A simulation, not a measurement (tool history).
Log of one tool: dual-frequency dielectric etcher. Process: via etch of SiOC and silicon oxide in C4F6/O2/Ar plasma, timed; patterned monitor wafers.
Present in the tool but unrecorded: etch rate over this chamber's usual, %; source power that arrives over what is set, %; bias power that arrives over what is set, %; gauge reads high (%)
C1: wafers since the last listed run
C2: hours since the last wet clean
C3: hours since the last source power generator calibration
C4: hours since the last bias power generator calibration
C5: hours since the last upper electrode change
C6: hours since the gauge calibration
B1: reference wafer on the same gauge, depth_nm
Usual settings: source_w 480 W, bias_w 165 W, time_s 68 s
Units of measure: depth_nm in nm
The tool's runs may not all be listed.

Run 1, day 0: usual settings but bias_w 192 W; C1 0; C2 505.8; C3 2020.8; C4 2906.9; C5 5268.4; C6 184.2; B1 59. Result: depth_nm 73.5 nm.
Run 2, day 0.283: usual settings but bias_w 192 W; C1 86; C2 512.6; C3 2027.6; C4 2913.7; C5 5275.2; C6 191; B1 58.7. Result: depth_nm 73 nm.
Run 3, day 0.696: usual settings but bias_w 192 W; C1 125; C2 522.5; C3 2037.5; C4 2923.6; C5 5285.1; C6 200.9; B1 58.9. Result: depth_nm 72.9 nm.
Run 4, day 1.046: usual settings; C1 106; C2 530.9; C3 2045.9; C4 2932; C5 5293.5; C6 209.3; B1 58.9. Result: depth_nm 70.7 nm.
Run 5, day 1.725: usual settings; C1 207; C2 547.2; C3 2062.2; C4 2948.3; C5 5309.8; C6 225.6; B1 59. Result: depth_nm 70 nm.
Run 6, day 2.371: usual settings; C1 197; C2 562.7; C3 2077.7; C4 2963.8; C5 5325.3; C6 241.1; B1 58.8. Result: depth_nm 70.4 nm.
At day 3.671: wet clean of the chamber.
Run 7, day 3.692: usual settings; C1 97; C2 0.5; C3 2109.4; C4 2995.5; C5 5357; C6 272.8; B1 59. Result: depth_nm 72.1 nm.
Run 8, day 3.708: usual settings but source_w 380 W, bias_w 125 W, time_s 62.5 s; C1 5; C2 0.9; C3 2109.8; C4 2995.9; C5 5357.4; C6 273.2; B1 59. Result: depth_nm 56.3 nm.
Run 9, day 3.775: usual settings; C1 20; C2 2.5; C3 2111.4; C4 2997.5; C5 5359; C6 274.8; B1 58.9. Result: depth_nm 72.5 nm.
Run 10, day 5.329: usual settings; C1 474; C2 39.8; C3 2148.7; C4 3034.8; C5 5396.3; C6 312.1; B1 59. Result: depth_nm 72.2 nm.
At day 6.062: source power generator calibrated.
At day 6.392: upper electrode replaced.
Run 11, day 6.412: usual settings but source_w 420 W, time_s 73.5 s; C1 179; C2 65.8; C3 8.4; C4 3060.8; C5 0.5; C6 338.1; B1 58.9. Result: depth_nm 73.5 nm.
Run 12, day 6.429: usual settings but bias_w 192 W; C1 5; C2 66.2; C3 8.8; C4 3061.2; C5 0.9; C6 338.5; B1 58.9. Result: depth_nm 74.1 nm.
Run 13, day 6.746: usual settings but source_w 450 W, bias_w 132 W; C1 96; C2 73.8; C3 16.4; C4 3068.8; C5 8.5; C6 346.1; B1 58.9. Result: depth_nm 66.6 nm.
Run 14, day 7.275: usual settings but source_w 540 W, bias_w 199 W, time_s 83 s; C1 161; C2 86.5; C3 29.1; C4 3081.5; C5 21.2; C6 358.8; B1 59. Result: depth_nm 97 nm.
Run 15, day 8.021: usual settings but time_s 57 s; C1 227; C2 104.4; C3 47; C4 3099.4; C5 39.1; C6 376.7; B1 58.9. Result: depth_nm 60.4 nm.
At day 8.521: gauge calibrated.
Run 16, day 8.708: usual settings but source_w 560 W, bias_w 135 W, time_s 73.5 s; C1 209; C2 120.9; C3 63.5; C4 3115.9; C5 55.6; C6 4.5; B1 58.9. Result: depth_nm 79.6 nm.
Run 17, day 9.446: usual settings but source_w 580 W, bias_w 133 W, time_s 59 s; C1 225; C2 138.6; C3 81.2; C4 3133.6; C5 73.3; C6 22.2; B1 58.9. Result: depth_nm 64.7 nm.
Run 18, day 11.396: usual settings; C1 595; C2 185.4; C3 128; C4 3180.4; C5 120.1; C6 69; B1 59. Result: depth_nm 71.7 nm.
Run 19, day 11.692: usual settings but source_w 590 W, bias_w 127 W, time_s 79 s; C1 90; C2 192.5; C3 135.1; C4 3187.5; C5 127.2; C6 76.1; B1 58.8. Result: depth_nm 85.7 nm.
At day 11.904: bias power generator calibrated.
Run 20, day 12.092: usual settings; C1 71; C2 202.1; C3 144.7; C4 4.5; C5 136.8; C6 85.7; B1 58.9. Result: depth_nm 71.7 nm.
Run 21, day 12.583: usual settings; C1 150; C2 213.9; C3 156.5; C4 16.3; C5 148.6; C6 97.5; B1 58.8. Result: depth_nm 71.2 nm.
Run 22, day 13.279: usual settings but bias_w 129 W; C1 212; C2 230.6; C3 173.2; C4 33; C5 165.3; C6 114.2; B1 59. Result: depth_nm 67.6 nm.
Run 23, day 13.796: usual settings but bias_w 192 W; C1 157; C2 243; C3 185.6; C4 45.4; C5 177.7; C6 126.6; B1 58.9. Result: depth_nm 73.5 nm.
Run 24, day 14.221: usual settings; C1 129; C2 253.2; C3 195.8; C4 55.6; C5 187.9; C6 136.8; B1 58.9. Result: depth_nm 71.1 nm.
Run 25, day 14.55: usual settings but source_w 420 W, bias_w 176 W; C1 100; C2 261.1; C3 203.7; C4 63.5; C5 195.8; C6 144.7; B1 59. Result: depth_nm 68 nm.
Run 26, day 15.258: usual settings; C1 216; C2 278.1; C3 220.7; C4 80.5; C5 212.8; C6 161.7; B1 58.9. Result: depth_nm 71.3 nm.
Run 27, day 15.733: usual settings; C1 144; C2 289.5; C3 232.1; C4 91.9; C5 224.2; C6 173.1; B1 59. Result: depth_nm 71.5 nm.

Forecast run 28:
Run 28, day 16.217: usual settings but source_w 580 W, bias_w 186 W, time_s 76.5 s; C1 147; C2 301.1; C3 243.7; C4 103.5; C5 235.8; C6 184.7; B1 ?. Result: depth_nm ?.

B1: 58.9
depth_nm: 89.8 nm
Without the tool's hidden state the same run would have given depth_nm 91.3 nm.

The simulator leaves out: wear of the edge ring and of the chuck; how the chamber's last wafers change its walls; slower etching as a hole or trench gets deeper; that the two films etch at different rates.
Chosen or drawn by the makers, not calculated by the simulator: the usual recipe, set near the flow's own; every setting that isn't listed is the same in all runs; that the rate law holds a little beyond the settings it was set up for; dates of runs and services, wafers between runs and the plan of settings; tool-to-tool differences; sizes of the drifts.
